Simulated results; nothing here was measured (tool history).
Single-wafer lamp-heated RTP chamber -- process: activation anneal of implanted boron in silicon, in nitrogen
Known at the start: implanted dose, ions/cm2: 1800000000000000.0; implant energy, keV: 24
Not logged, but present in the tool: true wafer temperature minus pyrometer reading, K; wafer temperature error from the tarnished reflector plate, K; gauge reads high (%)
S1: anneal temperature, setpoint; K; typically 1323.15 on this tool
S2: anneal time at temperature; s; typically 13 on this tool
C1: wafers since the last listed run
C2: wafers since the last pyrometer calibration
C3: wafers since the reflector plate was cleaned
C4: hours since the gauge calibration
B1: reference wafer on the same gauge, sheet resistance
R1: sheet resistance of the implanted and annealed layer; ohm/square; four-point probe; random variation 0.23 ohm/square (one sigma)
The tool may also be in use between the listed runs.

run	day	S1	S2	C1	C2	C3	C4	B1	R1
1	0.000	1342.15	13	0	1787	4733	237.5	73.96	71.56
2	2.642	1342.15	13	1391	3179	6125	300.9	74.00	71.29
3	4.025	1342.15	13	728	3908	6854	334.1	73.93	71.09
4	5.642	1323.15	15	851	4759	7705	372.9	73.93	72.16
# day 8.442: pyrometer window cleaned and pyrometer calibrated
5	8.571	1323.15	15	1367	68	9073	443.2	73.89	72.64
6	11.333	1333.15	16	1455	1524	10529	509.5	74.00	71.38
7	14.038	1301.15	8	1424	2949	11953	574.4	74.02	76.37
# day 15.933: reflector plate cleaned
8	16.771	1323.15	18	1264	4213	442	640.0	74.05	71.91
9	18.992	1323.15	13	1170	5383	1612	693.3	73.96	72.24
# day 20.808: pyrometer window cleaned and pyrometer calibrated
10	21.042	1334.15	13	904	123	2516	742.5	73.97	71.65
# day 22.254: gauge calibrated
11	22.508	1315.15	11	772	896	3289	6.1	73.90	74.06
12	24.442	1345.15	13	1018	1914	4308	52.5	73.92	70.74
13	26.412	1300.15	6	1038	2953	5346	99.8	74.01	77.43
14	28.788	1337.15	11	1251	4204	6598	156.8	73.89	71.44
15	30.704	1349.15	20	1009	5214	7607	202.8	74.04	69.51
# day 32.758: pyrometer window cleaned and pyrometer calibrated
16	33.117	1323.15	6	1095	188	8703	260.7	73.94	74.63

Consider 4 possible next runs. They are alternatives, not a sequence: every one starts from the tool as it was left by run 16. What does each give?
A	33.133	1344.15	13	8	197	8712	261.1	?	?
B	33.133	1346.15	13	8	197	8712	261.1	?	?
C	33.133	1294.15	6	8	197	8712	261.1	?	?
D	33.133	1347.15	19	8	197	8712	261.1	?	?

run	B1	R1
A	74.04	71.38
B	74.04	71.25
C	74.04	79.87
D	74.04	70.30
Without the tool's unlogged condition, the same runs would have read:
run	R1
A	71.42
B	71.29
C	80.00
D	70.34

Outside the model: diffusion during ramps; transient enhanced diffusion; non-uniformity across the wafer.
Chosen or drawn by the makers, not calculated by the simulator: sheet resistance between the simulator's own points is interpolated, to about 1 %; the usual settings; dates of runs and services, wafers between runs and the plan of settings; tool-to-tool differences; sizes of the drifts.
